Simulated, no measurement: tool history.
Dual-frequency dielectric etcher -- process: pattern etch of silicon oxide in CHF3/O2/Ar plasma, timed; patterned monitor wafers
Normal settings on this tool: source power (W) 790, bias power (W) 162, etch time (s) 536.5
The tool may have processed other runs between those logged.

| run | day | source power (W) | bias power (W) | etch time (s) | read-back reference wafer on the same gauge, depth_nm | mean etch depth across the wafer (angstrom) |
|---|---|---|---|---|---|---|
| 1 | 0 | 790 | 141 | 592 | 978.5 | 12136 |
| 2 | 0.608 | 790 | 141 | 592 | 982 | 12089 |
| 3 | 1.492 | 790 | 141 | 592 | 980.7 | 12128 |
| 4 | 2.392 | 790 | 162 | 536.5 | 979.2 | 11303 |
| 5 | 3.108 | 790 | 131 | 536.5 | 979.4 | 10856 |
| 6 | 4.296 | 790 | 162 | 536.5 | 979.6 | 11281 |
| 7 | 5.671 | 790 | 162 | 536.5 | 979.6 | 11318 |
| 8 | 6.5 | 940 | 162 | 536.5 | 979.1 | 12170 |
| 9 | 7.467 | 790 | 162 | 536.5 | 980.9 | 11227 |
| 10 | 8.5 | 790 | 162 | 536.5 | 979.8 | 11317 |
| 11 | 9.283 | 900 | 162 | 443.5 | 979.2 | 9903 |
| 12 | 10.025 | 790 | 162 | 536.5 | 980.4 | 11291 |
|  | 11.942 | upper electrode replaced |
| 13 | 11.962 | 790 | 162 | 536.5 | 979.9 | 11279 |
| 14 | 12.842 | 790 | 162 | 536.5 | 980.8 | 11313 |
|  | 14.329 | wet clean of the chamber |
| 15 | 14.35 | 910 | 162 | 470.5 | 979.3 | 10594 |
| 16 | 14.788 | 790 | 187 | 536.5 | 982 | 11691 |
| 17 | 15.738 | 890 | 185 | 536.5 | 980 | 12240 |
|  | 16.346 | source power generator calibrated |
| 18 | 17.067 | 870 | 162 | 662 | 978.8 | 14564 |
|  | 17.3 | bias power generator calibrated |
|  | 20.008 | gauge calibrated |
| 19 | 20.617 | 650 | 162 | 425 | 980 | 8243 |
| 20 | 21.383 | 790 | 162 | 536.5 | 981 | 11329 |
| 21 | 22.204 | 790 | 162 | 536.5 | 980.3 | 11369 |
| 22 | 23.221 | 950 | 197 | 652.5 | 979.6 | 15565 |
| 23 | 27.071 | 920 | 137 | 536.5 | 978 | 11674 |
| 24 | 28.521 | 880 | 162 | 536.5 | 979.8 | 11836 |
| 25 | 29.312 | 790 | 162 | 536.5 | 979.2 | 11258 |
| 26 | 29.996 | 860 | 123 | 536.5 | 979.9 | 11154 |
| 27 | 31.258 | 970 | 162 | 536.5 | 980.9 | 12406 |
| 28 | 31.783 | 860 | 139 | 536.5 | 979.5 | 11394 |

The tool's hidden state at each run:
etch rate over this chamber's usual, %: 0 across all the runs
source power that arrives over what is set, %: 0 across all the runs
bias power that arrives over what is set, %: 0 across all the runs
gauge reads high (%): 0 across all the runs

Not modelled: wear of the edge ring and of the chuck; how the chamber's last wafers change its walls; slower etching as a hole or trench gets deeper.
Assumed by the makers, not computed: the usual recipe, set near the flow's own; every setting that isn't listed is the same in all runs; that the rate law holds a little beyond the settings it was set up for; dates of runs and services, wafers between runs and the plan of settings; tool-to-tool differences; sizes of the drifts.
